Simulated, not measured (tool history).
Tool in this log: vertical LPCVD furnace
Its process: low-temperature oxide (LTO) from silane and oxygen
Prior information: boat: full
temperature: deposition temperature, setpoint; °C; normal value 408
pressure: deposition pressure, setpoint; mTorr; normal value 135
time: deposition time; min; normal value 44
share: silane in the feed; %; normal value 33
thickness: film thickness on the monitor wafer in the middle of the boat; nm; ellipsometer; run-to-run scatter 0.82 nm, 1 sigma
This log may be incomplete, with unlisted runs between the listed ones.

run	hour	temperature	pressure	time	share	wafers since the last listed run	hours since the last temperature calibration	hours since the pressure gauge was zeroed	hours since the silane flow controller was replaced	hours since the gauge calibration	read-back reference wafer on the same gauge, thickness	thickness
1	0	408	135	44	33	0	3991.6	1508.3	6426.1	285.1	200.78	214.3
2	11	408	135	44	33	119	4002.6	1519.3	6437.1	296.1	201.03	214.13
# hour 42: pressure gauge zeroed
# hour 42.4: silane flow controller replaced
3	42.9	408	135	44	33	81	4034.5	0.9	0.5	328	201.14	205.49
4	47.7	402	135	38	33	52	4039.3	5.7	5.3	332.8	200.89	165.09
5	54.2	402	135	38	33	70	4045.8	12.2	11.8	339.3	201.01	166.25
6	100.7	408	135	55	33	503	4092.3	58.7	58.3	385.8	200.81	257.18
7	120.9	408	110	28	33	218	4112.5	78.9	78.5	406	201.24	106.28
8	128.2	408	135	44	31	79	4119.8	86.2	85.8	413.3	200.92	189.06
9	145.5	408	135	44	33	187	4137.1	103.5	103.1	430.6	200.98	206.71
# hour 145.5: gauge calibrated
10	166.5	399	125	44	36	227	4158.1	124.5	124.1	21	200.89	194.7
11	184.1	408	120	44	33	190	4175.7	142.1	141.7	38.6	201.08	184.17
12	196.5	408	135	44	33	134	4188.1	154.5	154.1	51	200.95	208.2
13	215.1	399	135	56.5	33	201	4206.7	173.1	172.7	69.6	201.1	241.31
14	222.1	404	120	28	36	75	4213.7	180.1	179.7	76.6	201.08	127.43
15	236	408	135	44	33	150	4227.6	194	193.6	90.5	200.93	207.4
16	250	408	135	44	36	151	4241.6	208	207.6	104.5	200.9	233.47
17	267.2	408	135	44	33	186	4258.8	225.2	224.8	121.7	201.07	208.09
18	280.9	408	115	26.5	33	148	4272.5	238.9	238.5	135.4	201.06	107.04
# hour 308: thermocouples replaced and temperature profile calibrated
19	308.5	412	135	44	31	39	0.5	266.5	266.1	163	200.99	199.66
20	313.4	399	135	61	33	53	5.4	271.4	271	167.9	201.08	260.36
21	318.3	408	150	61	29	53	10.3	276.3	275.9	172.8	201.11	268.46
22	328.4	408	120	35	28	109	20.4	286.4	286	182.9	201.07	116.87
23	362.9	418	105	35	30	373	54.9	320.9	320.5	217.4	200.96	127.4
24	379.7	408	135	44	33	182	71.7	337.7	337.3	234.2	201.13	209.09
25	388.2	408	135	44	33	92	80.2	346.2	345.8	242.7	201.09	209.73
26	400.5	408	135	44	33	133	92.5	358.5	358.1	255	200.9	210.54
27	411.7	416	135	44	29	121	103.7	369.7	369.3	266.2	200.93	191.22
28	431.7	413	135	44	29	216	123.7	389.7	389.3	286.2	201.04	185.44
29	444.5	408	135	44	33	138	136.5	402.5	402.1	299	201.16	209.46
30	457.8	408	165	44	38	144	149.8	415.8	415.4	312.3	200.9	305.39

What if the next run were any one of these 5? Each begins from the tool's condition after run 30:
A	462.8	408	105	44	33	54	154.8	420.8	420.4	317.3	?	?
B	462.8	408	105	44	39	54	154.8	420.8	420.4	317.3	?	?
C	462.8	420	145	32.5	39	54	154.8	420.8	420.4	317.3	?	?
D	462.8	418	110	51	38	54	154.8	420.8	420.4	317.3	?	?
E	462.8	397	110	44	28	54	154.8	420.8	420.4	317.3	?	?

run	read-back reference wafer on the same gauge, thickness	thickness
A	201.09	165.05
B	201.09	204.55
C	201.09	234.31
D	201.09	267.29
E	201.09	119.64
Without the tool's unlogged condition, the same runs would have read:
run	thickness
A	158.92
B	196.95
C	227.94
D	257.8
E	115.39
